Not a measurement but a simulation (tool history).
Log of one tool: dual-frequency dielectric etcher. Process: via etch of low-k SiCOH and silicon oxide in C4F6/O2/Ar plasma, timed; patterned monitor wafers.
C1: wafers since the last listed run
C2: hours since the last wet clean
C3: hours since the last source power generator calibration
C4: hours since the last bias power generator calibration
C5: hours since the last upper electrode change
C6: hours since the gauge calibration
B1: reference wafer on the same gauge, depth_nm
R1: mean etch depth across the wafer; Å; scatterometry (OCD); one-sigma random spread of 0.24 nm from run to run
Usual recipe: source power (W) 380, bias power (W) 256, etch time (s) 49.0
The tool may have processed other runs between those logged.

Run 1, hour 0.0: usual settings; C1 0; C2 32.3; C3 3932.1; C4 2828.8; C5 3664.4; C6 366.4; B1 149.0. Result: R1 1611 Å.
Run 2, hour 34.5: usual settings; C1 497; C2 66.8; C3 3966.6; C4 2863.3; C5 3698.9; C6 400.9; B1 149.0. Result: R1 1613 Å.
Run 3, hour 56.2: usual settings; C1 312; C2 88.5; C3 3988.3; C4 2885.0; C5 3720.6; C6 422.6; B1 149.0. Result: R1 1612 Å.
Run 4, hour 89.8: usual settings but source power (W) 440; C1 484; C2 122.1; C3 4021.9; C4 2918.6; C5 3754.2; C6 456.2; B1 149.0. Result: R1 1680 Å.
Run 5, hour 125.5: usual settings; C1 514; C2 157.8; C3 4057.6; C4 2954.3; C5 3789.9; C6 491.9; B1 149.0. Result: R1 1622 Å.
Run 6, hour 155.9: usual settings; C1 437; C2 188.2; C3 4088.0; C4 2984.7; C5 3820.3; C6 522.3; B1 149.0. Result: R1 1618 Å.
Run 7, hour 191.1: usual settings; C1 507; C2 223.4; C3 4123.2; C4 3019.9; C5 3855.5; C6 557.5; B1 149.1. Result: R1 1622 Å.
At hour 215.5: bias power generator calibrated.
At hour 243.8: upper electrode replaced.
Run 8, hour 244.3: usual settings but etch time (s) 55.0; C1 363; C2 276.6; C3 4176.4; C4 28.8; C5 0.5; C6 610.7; B1 149.0. Result: R1 1826 Å.
Run 9, hour 244.6: usual settings but etch time (s) 55.0; C1 4; C2 276.9; C3 4176.7; C4 29.1; C5 0.8; C6 611.0; B1 149.0. Result: R1 1824 Å.
Run 10, hour 271.4: usual settings; C1 386; C2 303.7; C3 4203.5; C4 55.9; C5 27.6; C6 637.8; B1 149.0. Result: R1 1628 Å.
Run 11, hour 287.5: usual settings; C1 231; C2 319.8; C3 4219.6; C4 72.0; C5 43.7; C6 653.9; B1 149.0. Result: R1 1628 Å.
Run 12, hour 318.7: usual settings but bias power (W) 308; C1 449; C2 351.0; C3 4250.8; C4 103.2; C5 74.9; C6 685.1; B1 149.0. Result: R1 1710 Å.
At hour 358.5: gauge calibrated.
At hour 360.5: wet clean of the chamber.
Run 13, hour 361.0: usual settings but source power (W) 440, bias power (W) 212, etch time (s) 55.5; C1 263; C2 0.5; C3 4293.1; C4 145.5; C5 117.2; C6 2.5; B1 149.0. Result: R1 1808 Å.
Run 14, hour 364.8: usual settings but source power (W) 300, bias power (W) 194, etch time (s) 37.0; C1 54; C2 4.3; C3 4296.9; C4 149.3; C5 121.0; C6 6.3; B1 149.0. Result: R1 1073 Å.
Run 15, hour 394.3: usual settings but source power (W) 460, bias power (W) 205; C1 424; C2 33.8; C3 4326.4; C4 178.8; C5 150.5; C6 35.8; B1 149.0. Result: R1 1615 Å.
Run 16, hour 434.0: usual settings; C1 571; C2 73.5; C3 4366.1; C4 218.5; C5 190.2; C6 75.5; B1 149.0. Result: R1 1609 Å.
Run 17, hour 450.3: usual settings but source power (W) 480, bias power (W) 239, etch time (s) 54.0; C1 234; C2 89.8; C3 4382.4; C4 234.8; C5 206.5; C6 91.8; B1 149.0. Result: R1 1859 Å.
At hour 475.9: source power generator calibrated.
Run 18, hour 483.2: usual settings but source power (W) 460, bias power (W) 205; C1 416; C2 122.7; C3 7.3; C4 267.7; C5 239.4; C6 124.7; B1 148.9. Result: R1 1619 Å.
Run 19, hour 516.6: usual settings but source power (W) 340, bias power (W) 235; C1 481; C2 156.1; C3 40.7; C4 301.1; C5 272.8; C6 158.1; B1 149.0. Result: R1 1540 Å.
Run 20, hour 534.5: usual settings but source power (W) 300, bias power (W) 213; C1 257; C2 174.0; C3 58.6; C4 319.0; C5 290.7; C6 176.0; B1 149.0. Result: R1 1455 Å.
Run 21, hour 566.1: usual settings but bias power (W) 284; C1 455; C2 205.6; C3 90.2; C4 350.6; C5 322.3; C6 207.6; B1 149.0. Result: R1 1654 Å.
Run 22, hour 598.2: usual settings but source power (W) 450; C1 462; C2 237.7; C3 122.3; C4 382.7; C5 354.4; C6 239.7; B1 149.0. Result: R1 1696 Å.
Run 23, hour 624.7: usual settings but source power (W) 410, bias power (W) 218, etch time (s) 37.5; C1 381; C2 264.2; C3 148.8; C4 409.2; C5 380.9; C6 266.2; B1 149.0. Result: R1 1220 Å.

Some steps in R1 between neighbouring runs. How much of each would the tool show without its hidden state too (settings, what came in, random variation), and how much is left for the hidden state, with any gauge scatter that isn't in both results?
What the log doesn't record here: etch rate over this chamber's usual, %; source power that arrives over what is set, %; bias power that arrives over what is set, %; gauge reads high (%).
Run 7 -> 8: etch time (s) 49.0 -> 55.0, bias power generator calibrated, upper electrode replaced. R1 +204 Å: hidden state +6, all else +198.
Run 12 -> 13: source power (W) 380 -> 440, bias power (W) 308 -> 212, etch time (s) 49.0 -> 55.5, gauge calibrated, wet clean of the chamber. R1 +98 Å: hidden state -32, all else +130.
Run 13 -> 14: source power (W) 440 -> 300, bias power (W) 212 -> 194, etch time (s) 55.5 -> 37.0. R1 -735 Å: hidden state +1, all else -736.
Run 14 -> 15: source power (W) 300 -> 460, bias power (W) 194 -> 205, etch time (s) 37.0 -> 49.0. R1 +542 Å: hidden state +1, all else +541.

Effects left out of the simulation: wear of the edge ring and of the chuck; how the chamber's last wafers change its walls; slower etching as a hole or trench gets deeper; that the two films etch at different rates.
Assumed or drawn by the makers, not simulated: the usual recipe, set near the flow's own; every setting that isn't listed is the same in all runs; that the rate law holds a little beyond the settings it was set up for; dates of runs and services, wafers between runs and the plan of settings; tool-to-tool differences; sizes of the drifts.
